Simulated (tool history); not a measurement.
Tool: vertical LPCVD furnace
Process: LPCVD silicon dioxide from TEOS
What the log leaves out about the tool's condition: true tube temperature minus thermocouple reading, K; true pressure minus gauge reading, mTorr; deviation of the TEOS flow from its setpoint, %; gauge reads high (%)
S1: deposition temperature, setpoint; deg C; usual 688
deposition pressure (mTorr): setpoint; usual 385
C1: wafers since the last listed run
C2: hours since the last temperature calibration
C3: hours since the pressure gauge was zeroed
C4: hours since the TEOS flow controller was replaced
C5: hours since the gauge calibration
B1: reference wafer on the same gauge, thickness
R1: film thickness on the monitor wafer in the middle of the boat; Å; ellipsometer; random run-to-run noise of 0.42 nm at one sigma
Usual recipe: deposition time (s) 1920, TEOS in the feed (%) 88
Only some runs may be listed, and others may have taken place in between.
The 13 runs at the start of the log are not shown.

{"run": 14, "hour": 167.9, "S1": 688, "deposition pressure (mTorr)": 385, "deposition time (s)": 1680, "TEOS in the feed (%)": 73, "C1": 86, "C2": 5310.1, "C3": 29.7, "C4": 41.7, "C5": 414.5, "B1": 244.94, "R1": 1941.7}
{"run": 15, "hour": 179.1, "S1": 688, "deposition pressure (mTorr)": 385, "deposition time (s)": 2160, "TEOS in the feed (%)": 88, "C1": 146, "C2": 5321.3, "C3": 40.9, "C4": 52.9, "C5": 425.7, "B1": 244.95, "R1": 2730.5}
{"hour": 213.6, "done": "thermocouples replaced and temperature profile calibrated"}
{"run": 16, "hour": 214.1, "S1": 688, "deposition pressure (mTorr)": 385, "deposition time (s)": 1590, "TEOS in the feed (%)": 94, "C1": 144, "C2": 0.5, "C3": 75.9, "C4": 87.9, "C5": 460.7, "B1": 244.94, "R1": 1892.8}
{"run": 17, "hour": 217.9, "S1": 683, "deposition pressure (mTorr)": 300, "deposition time (s)": 1530, "TEOS in the feed (%)": 82, "C1": 49, "C2": 4.3, "C3": 79.7, "C4": 91.7, "C5": 464.5, "B1": 245.05, "R1": 1333.9}
{"hour": 218.4, "done": "gauge calibrated"}
{"run": 18, "hour": 221.7, "S1": 676, "deposition pressure (mTorr)": 385, "deposition time (s)": 1920, "TEOS in the feed (%)": 88, "C1": 49, "C2": 8.1, "C3": 83.5, "C4": 95.5, "C5": 3.3, "B1": 244.97, "R1": 1659.7}
{"run": 19, "hour": 228.9, "S1": 684, "deposition pressure (mTorr)": 385, "deposition time (s)": 1920, "TEOS in the feed (%)": 88, "C1": 94, "C2": 15.3, "C3": 90.7, "C4": 102.7, "C5": 10.5, "B1": 244.97, "R1": 2003.2}
{"run": 20, "hour": 239.3, "S1": 680, "deposition pressure (mTorr)": 385, "deposition time (s)": 1920, "TEOS in the feed (%)": 88, "C1": 136, "C2": 25.7, "C3": 101.1, "C4": 113.1, "C5": 20.9, "B1": 245.08, "R1": 1832}
{"run": 21, "hour": 245.5, "S1": 699, "deposition pressure (mTorr)": 385, "deposition time (s)": 2220, "TEOS in the feed (%)": 94, "C1": 81, "C2": 31.9, "C3": 107.3, "C4": 119.3, "C5": 27.1, "B1": 244.88, "R1": 3425.2}
{"run": 22, "hour": 262.0, "S1": 683, "deposition pressure (mTorr)": 345, "deposition time (s)": 1650, "TEOS in the feed (%)": 95, "C1": 216, "C2": 48.4, "C3": 123.8, "C4": 135.8, "C5": 43.6, "B1": 245.01, "R1": 1661.7}
{"run": 23, "hour": 303.2, "S1": 678, "deposition pressure (mTorr)": 350, "deposition time (s)": 2670, "TEOS in the feed (%)": 88, "C1": 539, "C2": 89.6, "C3": 165, "C4": 177, "C5": 84.8, "B1": 245.02, "R1": 2313.5}
{"run": 24, "hour": 313.3, "S1": 677, "deposition pressure (mTorr)": 385, "deposition time (s)": 2250, "TEOS in the feed (%)": 97, "C1": 132, "C2": 99.7, "C3": 175.1, "C4": 187.1, "C5": 94.9, "B1": 245.01, "R1": 2088.2}
{"run": 25, "hour": 323.7, "S1": 688, "deposition pressure (mTorr)": 385, "deposition time (s)": 1920, "TEOS in the feed (%)": 88, "C1": 136, "C2": 110.1, "C3": 185.5, "C4": 197.5, "C5": 105.3, "B1": 245.03, "R1": 2205.7}
{"run": 26, "hour": 338.7, "S1": 688, "deposition pressure (mTorr)": 385, "deposition time (s)": 1920, "TEOS in the feed (%)": 88, "C1": 196, "C2": 125.1, "C3": 200.5, "C4": 212.5, "C5": 120.3, "B1": 244.91, "R1": 2214.3}
{"run": 27, "hour": 346.6, "S1": 688, "deposition pressure (mTorr)": 385, "deposition time (s)": 1920, "TEOS in the feed (%)": 88, "C1": 103, "C2": 133, "C3": 208.4, "C4": 220.4, "C5": 128.2, "B1": 245.14, "R1": 2215.6}
{"run": 28, "hour": 356.1, "S1": 694, "deposition pressure (mTorr)": 340, "deposition time (s)": 1650, "TEOS in the feed (%)": 81, "C1": 124, "C2": 142.5, "C3": 217.9, "C4": 229.9, "C5": 137.7, "B1": 244.94, "R1": 1978.9}
{"run": 29, "hour": 367.3, "S1": 688, "deposition pressure (mTorr)": 385, "deposition time (s)": 1920, "TEOS in the feed (%)": 88, "C1": 146, "C2": 153.7, "C3": 229.1, "C4": 241.1, "C5": 148.9, "B1": 244.86, "R1": 2215.5}
{"run": 30, "hour": 376.0, "S1": 688, "deposition pressure (mTorr)": 385, "deposition time (s)": 1920, "TEOS in the feed (%)": 79, "C1": 113, "C2": 162.4, "C3": 237.8, "C4": 249.8, "C5": 157.6, "B1": 244.97, "R1": 2100.6}
{"run": 31, "hour": 393.8, "S1": 683, "deposition pressure (mTorr)": 455, "deposition time (s)": 2640, "TEOS in the feed (%)": 88, "C1": 233, "C2": 180.2, "C3": 255.6, "C4": 267.6, "C5": 175.4, "B1": 245.09, "R1": 2934.3}
{"run": 32, "hour": 411.4, "S1": 681, "deposition pressure (mTorr)": 460, "deposition time (s)": 1710, "TEOS in the feed (%)": 88, "C1": 230, "C2": 197.8, "C3": 273.2, "C4": 285.2, "C5": 193, "B1": 244.89, "R1": 1814.3}

Forecast each of these 3 alternatives for the next run:
{"run": "A", "hour": 415.3, "S1": 688, "deposition pressure (mTorr)": 385, "deposition time (s)": 1920, "TEOS in the feed (%)": 88, "C1": 51, "C2": 201.7, "C3": 277.1, "C4": 289.1, "C5": 196.9, "B1": "?", "R1": "?"}
{"run": "B", "hour": 415.3, "S1": 683, "deposition pressure (mTorr)": 325, "deposition time (s)": 1920, "TEOS in the feed (%)": 77, "C1": 51, "C2": 201.7, "C3": 277.1, "C4": 289.1, "C5": 196.9, "B1": "?", "R1": "?"}
{"run": "C", "hour": 415.3, "S1": 684, "deposition pressure (mTorr)": 350, "deposition time (s)": 2190, "TEOS in the feed (%)": 83, "C1": 51, "C2": 201.7, "C3": 277.1, "C4": 289.1, "C5": 196.9, "B1": "?", "R1": "?"}

run=A B1=244.93 R1=2214.2
run=B B1=244.93 R1=1688.5
run=C B1=244.93 R1=2125.5
Take away the tool's hidden state, keep each run's random variation, and the runs would have read:
run=A R1=2162.1
run=B R1=1648.3
run=C R1=2075
